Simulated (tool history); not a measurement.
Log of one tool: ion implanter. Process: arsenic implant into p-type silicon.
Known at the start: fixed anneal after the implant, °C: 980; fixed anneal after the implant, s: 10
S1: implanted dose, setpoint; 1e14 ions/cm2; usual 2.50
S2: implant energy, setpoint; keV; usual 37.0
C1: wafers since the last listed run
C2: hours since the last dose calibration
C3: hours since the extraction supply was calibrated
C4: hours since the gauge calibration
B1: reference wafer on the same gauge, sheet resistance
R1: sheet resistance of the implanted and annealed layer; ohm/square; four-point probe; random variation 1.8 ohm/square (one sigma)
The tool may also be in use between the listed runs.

run 1 hour=0.0 | S1=2.50 S2=46.0 | C1=0 C2=772.7 C3=1255.1 C4=1327.0 | B1=411.18 | R1=351.53
run 2 hour=42.8 | S1=2.50 S2=46.0 | C1=465 C2=815.5 C3=1297.9 C4=1369.8 | B1=410.02 | R1=351.77
run 3 hour=85.5 | S1=2.78 S2=28.5 | C1=464 C2=858.2 C3=1340.6 C4=1412.5 | B1=410.80 | R1=350.71
run 4 hour=111.4 | S1=2.78 S2=28.5 | C1=281 C2=884.1 C3=1366.5 C4=1438.4 | B1=410.40 | R1=349.71
-- hour=181.1 Faraday cup replaced and dose calibrated
run 5 hour=181.6 | S1=2.28 S2=40.0 | C1=676 C2=0.5 C3=1436.7 C4=1508.6 | B1=410.29 | R1=353.08
run 6 hour=243.3 | S1=2.28 S2=40.0 | C1=670 C2=62.2 C3=1498.4 C4=1570.3 | B1=410.48 | R1=355.83
run 7 hour=376.3 | S1=2.50 S2=37.0 | C1=1445 C2=195.2 C3=1631.4 C4=1703.3 | B1=410.47 | R1=341.30
run 8 hour=427.0 | S1=2.50 S2=37.0 | C1=551 C2=245.9 C3=1682.1 C4=1754.0 | B1=409.76 | R1=343.11
run 9 hour=456.7 | S1=2.50 S2=37.0 | C1=322 C2=275.6 C3=1711.8 C4=1783.7 | B1=410.11 | R1=339.77
run 10 hour=499.7 | S1=2.50 S2=37.0 | C1=467 C2=318.6 C3=1754.8 C4=1826.7 | B1=409.96 | R1=345.05
run 11 hour=542.6 | S1=2.50 S2=37.0 | C1=466 C2=361.5 C3=1797.7 C4=1869.6 | B1=410.09 | R1=344.89
-- hour=574.9 Faraday cup replaced and dose calibrated, repeated, since the last time left the tool worse
run 12 hour=610.4 | S1=2.50 S2=37.0 | C1=650 C2=35.5 C3=1865.5 C4=1937.4 | B1=409.93 | R1=351.53
run 13 hour=676.2 | S1=2.50 S2=37.0 | C1=715 C2=101.3 C3=1931.3 C4=2003.2 | B1=409.63 | R1=350.50
run 14 hour=712.1 | S1=2.50 S2=37.0 | C1=390 C2=137.2 C3=1967.2 C4=2039.1 | B1=408.72 | R1=352.79
run 15 hour=753.3 | S1=1.89 S2=24.0 | C1=447 C2=178.4 C3=2008.4 C4=2080.3 | B1=409.66 | R1=466.39
run 16 hour=810.4 | S1=2.50 S2=25.0 | C1=620 C2=235.5 C3=2065.5 C4=2137.4 | B1=411.45 | R1=375.38
run 17 hour=842.3 | S1=2.04 S2=31.0 | C1=346 C2=267.4 C3=2097.4 C4=2169.3 | B1=409.96 | R1=423.68
run 18 hour=872.0 | S1=2.02 S2=45.0 | C1=322 C2=297.1 C3=2127.1 C4=2199.0 | B1=409.48 | R1=405.18
run 19 hour=1003.4 | S1=2.30 S2=29.0 | C1=1428 C2=428.5 C3=2258.5 C4=2330.4 | B1=410.79 | R1=395.77
run 20 hour=1041.0 | S1=2.50 S2=37.0 | C1=408 C2=466.1 C3=2296.1 C4=2368.0 | B1=410.09 | R1=360.44
run 21 hour=1089.6 | S1=2.89 S2=48.0 | C1=528 C2=514.7 C3=2344.7 C4=2416.6 | B1=409.63 | R1=312.18
-- hour=1102.2 extraction supply calibrated
run 22 hour=1152.9 | S1=2.50 S2=37.0 | C1=601 C2=578.0 C3=50.7 C4=2479.9 | B1=409.95 | R1=360.76
run 23 hour=1187.7 | S1=3.14 S2=28.5 | C1=378 C2=612.8 C3=85.5 C4=2514.7 | B1=409.68 | R1=315.83
run 24 hour=1243.7 | S1=2.50 S2=33.5 | C1=608 C2=668.8 C3=141.5 C4=2570.7 | B1=410.57 | R1=366.26
run 25 hour=1295.7 | S1=2.73 S2=29.5 | C1=565 C2=720.8 C3=193.5 C4=2622.7 | B1=409.43 | R1=349.70
run 26 hour=1326.4 | S1=2.00 S2=48.5 | C1=333 C2=751.5 C3=224.2 C4=2653.4 | B1=410.53 | R1=401.93
run 27 hour=1371.5 | S1=2.50 S2=37.0 | C1=490 C2=796.6 C3=269.3 C4=2698.5 | B1=410.03 | R1=363.15
-- hour=1379.9 gauge calibrated
run 28 hour=1411.6 | S1=2.93 S2=44.5 | C1=435 C2=836.7 C3=309.4 C4=31.7 | B1=409.42 | R1=312.51
run 29 hour=1453.3 | S1=1.87 S2=29.0 | C1=453 C2=878.4 C3=351.1 C4=73.4 | B1=409.71 | R1=461.20
run 30 hour=1493.2 | S1=2.50 S2=37.0 | C1=433 C2=918.3 C3=391.0 C4=113.3 | B1=410.08 | R1=362.28
run 31 hour=1521.5 | S1=3.09 S2=37.0 | C1=307 C2=946.6 C3=419.3 C4=141.6 | B1=409.45 | R1=312.82
run 32 hour=1577.5 | S1=2.50 S2=45.0 | C1=608 C2=1002.6 C3=475.3 C4=197.6 | B1=409.62 | R1=350.93
-- hour=1613.1 Faraday cup replaced and dose calibrated
run 33 hour=1641.5 | S1=3.16 S2=43.0 | C1=608 C2=28.4 C3=539.3 C4=261.6 | B1=409.76 | R1=288.60
run 34 hour=1712.8 | S1=2.50 S2=30.0 | C1=775 C2=99.7 C3=610.6 C4=332.9 | B1=410.06 | R1=367.77
run 35 hour=1756.7 | S1=2.01 S2=29.0 | C1=477 C2=143.6 C3=654.5 C4=376.8 | B1=409.77 | R1=432.09
run 36 hour=1805.8 | S1=2.50 S2=37.0 | C1=533 C2=192.7 C3=703.6 C4=425.9 | B1=409.98 | R1=359.04
run 37 hour=1856.2 | S1=1.99 S2=40.5 | C1=547 C2=243.1 C3=754.0 C4=476.3 | B1=410.30 | R1=416.76
run 38 hour=1921.1 | S1=2.50 S2=27.5 | C1=705 C2=308.0 C3=818.9 C4=541.2 | B1=409.63 | R1=374.16

Some steps in R1 between neighbouring runs. How much of each would the tool show without its hidden state too (settings, what came in, random variation), and how much is left for the hidden state, with any gauge scatter that isn't in both results?
The hidden state here: deviation of the true dose from the Faraday cup's reading, %; deviation of the true energy from its setpoint, %; gauge reads high (%).
Run 4 -> 5: S1 2.78 -> 2.28, S2 28.5 -> 40.0, Faraday cup replaced and dose calibrated. R1 +3.37 ohm/square: hidden state -27.38, all else +30.75.
Run 11 -> 12: Faraday cup replaced and dose calibrated, repeated, since the last time left the tool worse. R1 +6.64 ohm/square: hidden state +8.42, all else -1.78.
Run 14 -> 15: S1 2.50 -> 1.89, S2 37.0 -> 24.0. R1 +113.60 ohm/square: hidden state +1.90, all else +111.70.
Run 28 -> 29: S1 2.93 -> 1.87, S2 44.5 -> 29.0. R1 +148.69 ohm/square: hidden state +3.67, all else +145.02.
Run 29 -> 30: S1 1.87 -> 2.50, S2 29.0 -> 37.0. R1 -98.92 ohm/square: hidden state -2.29, all else -96.63.
Run 32 -> 33: S1 2.50 -> 3.16, S2 45.0 -> 43.0, Faraday cup replaced and dose calibrated. R1 -62.33 ohm/square: hidden state -7.45, all else -54.88.

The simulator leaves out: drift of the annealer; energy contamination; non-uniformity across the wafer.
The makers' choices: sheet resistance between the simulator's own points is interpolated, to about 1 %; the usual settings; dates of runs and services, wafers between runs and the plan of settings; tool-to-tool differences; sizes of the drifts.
